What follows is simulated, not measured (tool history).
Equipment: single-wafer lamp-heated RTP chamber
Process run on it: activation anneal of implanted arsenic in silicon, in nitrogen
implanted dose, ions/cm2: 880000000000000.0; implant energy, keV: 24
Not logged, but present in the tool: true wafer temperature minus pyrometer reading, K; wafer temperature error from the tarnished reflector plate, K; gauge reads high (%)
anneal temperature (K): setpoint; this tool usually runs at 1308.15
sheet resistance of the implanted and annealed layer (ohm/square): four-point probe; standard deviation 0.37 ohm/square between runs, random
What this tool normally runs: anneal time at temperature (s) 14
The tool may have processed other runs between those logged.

run	hour	anneal temperature (K)	anneal time at temperature (s)	wafers since the last listed run	wafers since the last pyrometer calibration	wafers since the reflector plate was cleaned	hours since the gauge calibration	read-back reference wafer on the same gauge, sheet resistance	sheet resistance of the implanted and annealed layer (ohm/square)
1	0.0	1308.15	8	0	6110	6096	2312.1	134.96	133.47
# hour 4.8: reflector plate cleaned
# hour 85.5: pyrometer window cleaned and pyrometer calibrated
2	307.2	1308.15	8	3298	2483	3298	2619.3	134.91	134.43
3	397.2	1308.15	14	1008	3491	4306	2709.3	135.00	130.24
4	449.4	1308.15	14	584	4076	4891	2761.5	135.18	130.76
5	545.3	1308.15	14	1074	5151	5965	2857.4	135.04	130.04
6	582.4	1308.15	14	415	5566	6381	2894.5	135.18	129.69
# hour 621.9: reflector plate cleaned
# hour 643.6: pyrometer window cleaned and pyrometer calibrated
7	679.6	1308.15	14	909	403	556	2991.7	135.03	130.99
8	769.4	1308.15	14	1006	1409	1562	3081.5	134.87	130.93
9	814.3	1308.15	14	503	1912	2065	3126.4	134.84	130.89
10	864.0	1308.15	14	556	2469	2622	3176.1	135.05	130.70
11	919.3	1292.15	14	619	3088	3241	3231.4	134.89	132.51
12	1005.0	1292.15	14	960	4049	4202	3317.1	135.06	133.12
# hour 1030.1: gauge calibrated
13	1106.7	1292.15	14	1139	5188	5341	76.6	134.93	133.40
14	1150.8	1308.15	12	494	5682	5835	120.7	135.08	130.71
# hour 1238.9: reflector plate cleaned
# hour 1239.0: pyrometer window cleaned and pyrometer calibrated
15	1287.3	1308.15	12	1438	541	541	257.2	135.06	132.40
16	1348.1	1308.15	7	681	1222	1222	318.0	135.08	135.84
17	1400.6	1308.15	14	588	1811	1811	370.5	135.01	131.76
18	1439.6	1286.15	12	436	2247	2247	409.5	135.00	135.18
19	1502.9	1322.15	22	709	2957	2957	472.8	135.08	124.85
20	1555.7	1294.15	9	591	3548	3548	525.6	135.00	136.61
21	1615.9	1328.15	17	674	4223	4223	585.8	134.96	125.78
# hour 1788.0: reflector plate cleaned
# hour 1810.5: pyrometer window cleaned and pyrometer calibrated
22	1894.6	1282.15	14	2943	942	1104	864.5	134.96	135.65
23	1932.9	1308.15	9	429	1371	1533	902.8	134.99	134.30
24	2128.6	1308.15	14	2192	3564	3726	1098.5	135.18	129.98
# hour 2404.7: reflector plate cleaned
25	2419.7	1308.15	14	3171	6736	167	1389.6	135.07	130.98
# hour 2461.3: pyrometer window cleaned and pyrometer calibrated
26	2490.1	1308.15	20	699	322	867	1460.0	134.96	128.56
27	2558.1	1327.15	8	761	1084	1628	1528.0	134.99	131.58
28	2627.8	1320.15	11	780	1865	2409	1597.7	135.00	130.84
29	2688.4	1308.15	14	678	2544	3088	1658.3	134.98	130.54
30	2884.6	1281.15	20	2198	4742	5287	1854.5	135.04	131.79

Each row is a separate what-if for the run after 30, all from the same tool condition, not one after another. Results?
A	2885.0	1308.15	14	4	4747	5291	1854.9	?	?
B	2885.0	1292.15	17	4	4747	5291	1854.9	?	?
C	2885.0	1322.15	18	4	4747	5291	1854.9	?	?

run	read-back reference wafer on the same gauge, sheet resistance	sheet resistance of the implanted and annealed layer (ohm/square)
A	134.91	130.14
B	134.91	131.27
C	134.91	126.19
What these runs would have given with no unlogged condition in the tool:
run	sheet resistance of the implanted and annealed layer (ohm/square)
A	131.01
B	132.19
C	127.07
